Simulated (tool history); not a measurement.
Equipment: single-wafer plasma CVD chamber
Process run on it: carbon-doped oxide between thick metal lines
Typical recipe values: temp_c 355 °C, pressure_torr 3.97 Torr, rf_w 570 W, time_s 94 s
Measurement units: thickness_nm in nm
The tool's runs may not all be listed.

run     day  temp_c  pressure_torr  rf_w  time_s  wafers since the last listed run  hours since the last thermocouple change  hours since the last RF generator calibration  hours since the last manometer calibration  hours since the showerhead was replaced  hours since the gauge calibration  read-back reference wafer on the same gauge, thickness_nm  thickness_nm
  1       0     355           3.38   570     108                                 0                                     200.6                                          265.2                                      1961.2                                   5798.9                             1958.4                                                    506.129       569.753
  2   1.967     355           3.97   630      94                               512                                     247.8                                          312.4                                      2008.4                                   5846.1                             2005.6                                                    506.005       532.146
  3     6.4     355           3.97   630      94                              1155                                     354.2                                          418.8                                      2114.8                                   5952.5                               2112                                                    506.034       531.308
      7.012  -- capacitance manometer re-zeroed and calibrated
  4  10.517     360           3.97   570    86.6                               986                                       453                                          517.6                                        84.1                                   6051.3                             2210.8                                                    506.084       458.793
  5  12.508     355           3.97   570      94                               519                                     500.8                                          565.4                                       131.9                                   6099.1                             2258.6                                                    506.056       501.828
  6  16.225     355           3.97   570      94                               969                                       590                                          654.6                                       221.1                                   6188.3                             2347.8                                                    505.989       503.838
  7   19.25     368           3.97   535   107.3                               788                                     662.6                                          727.2                                       293.7                                   6260.9                             2420.4                                                     505.95       542.455
  8  22.921     360           3.97   570      94                               957                                     750.7                                          815.3                                       381.8                                     6349                             2508.5                                                    505.844       498.264
  9  24.879     355            3.3   570      94                               510                                     797.7                                          862.3                                       428.8                                     6396                             2555.5                                                    506.005       491.976
 10  27.796     362           3.37   625    77.9                               760                                     867.7                                          932.3                                       498.8                                     6466                             2625.5                                                     506.05       421.293
     27.875  -- gauge calibrated
 11  30.621     355           4.39   635      94                               736                                     935.5                                         1000.1                                       566.6                                   6533.8                               65.9                                                    506.164       536.555
 12  34.875     355            3.6   570      94                              1109                                    1037.6                                         1102.2                                       668.7                                   6635.9                                168                                                    506.186       497.564
 13  39.342     355           3.24   655      94                              1164                                    1144.8                                         1209.4                                       775.9                                   6743.1                              275.2                                                    505.975       525.812
 14  42.175     355           3.97   530   105.7                               738                                    1212.8                                         1277.4                                       843.9                                   6811.1                              343.2                                                    505.876       547.458
 15  44.217     355           3.97   570      94                               532                                    1261.8                                         1326.4                                       892.9                                   6860.1                              392.2                                                    506.084       504.505
 16  48.162     363           3.97   470      94                              1028                                    1356.5                                         1421.1                                       987.6                                   6954.8                              486.9                                                    506.191       452.072
 17  51.229     355           3.58   570      94                               799                                    1430.1                                         1494.7                                      1061.2                                   7028.4                              560.5                                                    505.858       498.241
 18  54.862     355           3.97   570      94                               947                                    1517.3                                         1581.9                                      1148.4                                   7115.6                              647.7                                                    506.045        503.09
     58.025  -- showerhead replaced
 19  58.404     355           2.99   570      94                               836                                    1602.3                                         1666.9                                      1233.4                                      9.1                              732.7                                                    506.078       489.198
 20  60.833     351           4.67   570      94                               633                                    1660.6                                         1725.2                                      1291.7                                     67.4                                791                                                    506.051       521.647
 21  67.658     345           3.97   640      94                              1779                                    1824.4                                           1889                                      1455.5                                    231.2                              954.8                                                     506.13       547.678
 22  71.354     355           4.35   570    83.1                               963                                    1913.1                                         1977.7                                      1544.2                                    319.9                             1043.5                                                    506.015       454.957
 23  73.733     342           3.97   505      94                               620                                    1970.2                                         2034.8                                      1601.3                                      377                             1100.6                                                    506.089       492.794
 24    77.7     355           3.97   570      94                              1034                                    2065.4                                           2130                                      1696.5                                    472.2                             1195.8                                                    506.128       505.373
 25  80.358     360           4.75   605   112.5                               693                                    2129.2                                         2193.8                                      1760.3                                      536                             1259.6                                                    505.971       632.813
 26  82.846     369           3.97   615    78.5                               648                                    2188.9                                         2253.5                                        1820                                    595.7                             1319.3                                                    506.074       425.238
 27  85.329     355           3.97   570      94                               647                                    2248.5                                         2313.1                                      1879.6                                    655.3                             1378.9                                                    506.114       506.083
     85.892  -- thermocouple changed; heater temperature recalibrated
 28  87.992     355           3.97   480      94                               607                                      50.4                                           2377                                      1943.5                                    719.2                             1442.8                                                    506.141       468.429

Forecast each of these 4 alternatives for the next run:
  A  88.008     355           3.02   570      94                                 4                                      50.8                                         2377.4                                      1943.9                                    719.6                             1443.2                                                          ?             ?
  B  88.008     355           3.97   660      94                                 4                                      50.8                                         2377.4                                      1943.9                                    719.6                             1443.2                                                          ?             ?
  C  88.008     355           4.26   630    75.5                                 4                                      50.8                                         2377.4                                      1943.9                                    719.6                             1443.2                                                          ?             ?
  D  88.008     355           3.97   605   102.6                                 4                                      50.8                                         2377.4                                      1943.9                                    719.6                             1443.2                                                          ?             ?

run  read-back reference wafer on the same gauge, thickness_nm  thickness_nm
  A                                                    506.135       490.792
  B                                                    506.135       543.416
  C                                                    506.135       431.326
  D                                                    506.135       568.503
Take away the tool's hidden state, keep each run's random variation, and the runs would have read:
run  thickness_nm
  A       487.454
  B       539.027
  C       427.842
  D       563.911
